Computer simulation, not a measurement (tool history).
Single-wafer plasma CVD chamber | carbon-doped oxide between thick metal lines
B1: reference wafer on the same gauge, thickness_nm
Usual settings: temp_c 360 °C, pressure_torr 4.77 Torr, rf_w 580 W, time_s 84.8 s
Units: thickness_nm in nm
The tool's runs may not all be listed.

run 1 hour=0 | temp_c=360 pressure_torr=4.77 rf_w=580 time_s=96.1 | B1=427.341 | thickness_nm=496.474
run 2 hour=53.6 | temp_c=360 pressure_torr=5.48 rf_w=650 time_s=84.8 | B1=427.58 | thickness_nm=500.608
run 3 hour=130.6 | temp_c=360 pressure_torr=5.48 rf_w=650 time_s=84.8 | B1=427.865 | thickness_nm=499.941
run 4 hour=176.1 | temp_c=360 pressure_torr=5.48 rf_w=650 time_s=84.8 | B1=428.065 | thickness_nm=499.233
run 5 hour=222.2 | temp_c=360 pressure_torr=4.77 rf_w=580 time_s=84.8 | B1=428.424 | thickness_nm=443.836
-- hour=262.8 RF generator calibrated
run 6 hour=283.3 | temp_c=360 pressure_torr=4.77 rf_w=580 time_s=84.8 | B1=428.698 | thickness_nm=442.514
run 7 hour=366 | temp_c=360 pressure_torr=4.77 rf_w=580 time_s=84.8 | B1=428.437 | thickness_nm=443.061
run 8 hour=473.9 | temp_c=360 pressure_torr=4.77 rf_w=580 time_s=84.8 | B1=428.048 | thickness_nm=439.45
run 9 hour=543.6 | temp_c=366 pressure_torr=4.77 rf_w=580 time_s=84.8 | B1=427.098 | thickness_nm=433.736
run 10 hour=624.4 | temp_c=351 pressure_torr=4.77 rf_w=635 time_s=84.8 | B1=428.078 | thickness_nm=488.361
run 11 hour=686.1 | temp_c=351 pressure_torr=4.77 rf_w=635 time_s=84.8 | B1=427.625 | thickness_nm=489.182
run 12 hour=787.6 | temp_c=360 pressure_torr=4.77 rf_w=580 time_s=84.8 | B1=427.877 | thickness_nm=441.418
-- hour=834.1 showerhead replaced
run 13 hour=886.3 | temp_c=372 pressure_torr=3.96 rf_w=520 time_s=95.7 | B1=428.319 | thickness_nm=422.511
run 14 hour=959.2 | temp_c=346 pressure_torr=4.77 rf_w=580 time_s=78 | B1=428.7 | thickness_nm=421.797
-- hour=1176.8 thermocouple changed; heater temperature recalibrated
run 15 hour=1197.9 | temp_c=372 pressure_torr=4.77 rf_w=500 time_s=94.1 | B1=428.166 | thickness_nm=403.107
run 16 hour=1243.2 | temp_c=372 pressure_torr=4.77 rf_w=500 time_s=94.1 | B1=427.502 | thickness_nm=406.316
run 17 hour=1284.6 | temp_c=360 pressure_torr=4.77 rf_w=580 time_s=84.8 | B1=428.007 | thickness_nm=443.252
run 18 hour=1332.9 | temp_c=349 pressure_torr=4.16 rf_w=525 time_s=84.8 | B1=429.006 | thickness_nm=401.4
run 19 hour=1416.6 | temp_c=350 pressure_torr=4.77 rf_w=580 time_s=84.8 | B1=428.784 | thickness_nm=453.298
run 20 hour=1484.7 | temp_c=345 pressure_torr=4.77 rf_w=645 time_s=84.8 | B1=427.954 | thickness_nm=507.279
run 21 hour=1523.4 | temp_c=369 pressure_torr=4.77 rf_w=625 time_s=84.8 | B1=427.223 | thickness_nm=462.538
-- hour=1732.6 RF generator calibrated
run 22 hour=1733.1 | temp_c=360 pressure_torr=4.77 rf_w=580 time_s=84.8 | B1=427.882 | thickness_nm=439.5
-- hour=1739.4 gauge calibrated
-- hour=1764.2 capacitance manometer re-zeroed and calibrated
run 23 hour=1820.6 | temp_c=351 pressure_torr=3.93 rf_w=540 time_s=84.8 | B1=428.365 | thickness_nm=410.395
run 24 hour=1922.5 | temp_c=368 pressure_torr=4.77 rf_w=580 time_s=84.8 | B1=428.227 | thickness_nm=430.106
run 25 hour=2185.6 | temp_c=360 pressure_torr=4.77 rf_w=580 time_s=84.8 | B1=427.672 | thickness_nm=438.857
run 26 hour=2225.7 | temp_c=356 pressure_torr=5.64 rf_w=530 time_s=97.4 | B1=428.481 | thickness_nm=476.002
run 27 hour=2329.3 | temp_c=360 pressure_torr=4.39 rf_w=580 time_s=96.5 | B1=428.119 | thickness_nm=496.204
run 28 hour=2435.5 | temp_c=360 pressure_torr=5.14 rf_w=485 time_s=84.8 | B1=427.907 | thickness_nm=362.52

4 ways to go on from here, each from the tool as it stands after run 28. What would each give?
run A hour=2435.9 | temp_c=360 pressure_torr=4.77 rf_w=615 time_s=84.8 | B1=? | thickness_nm=?
run B hour=2435.9 | temp_c=360 pressure_torr=3.67 rf_w=515 time_s=84.8 | B1=? | thickness_nm=?
run C hour=2435.9 | temp_c=369 pressure_torr=4.77 rf_w=580 time_s=84.8 | B1=? | thickness_nm=?
run D hour=2435.9 | temp_c=346 pressure_torr=4.33 rf_w=530 time_s=91 | B1=? | thickness_nm=?

run=A B1=428.036 thickness_nm=464.847
run=B B1=428.036 thickness_nm=374.755
run=C B1=428.036 thickness_nm=429.823
run=D B1=428.036 thickness_nm=441.634
Without the tool's hidden state the same runs would have given:
run=A thickness_nm=464.847
run=B thickness_nm=374.755
run=C thickness_nm=429.823
run=D thickness_nm=441.634
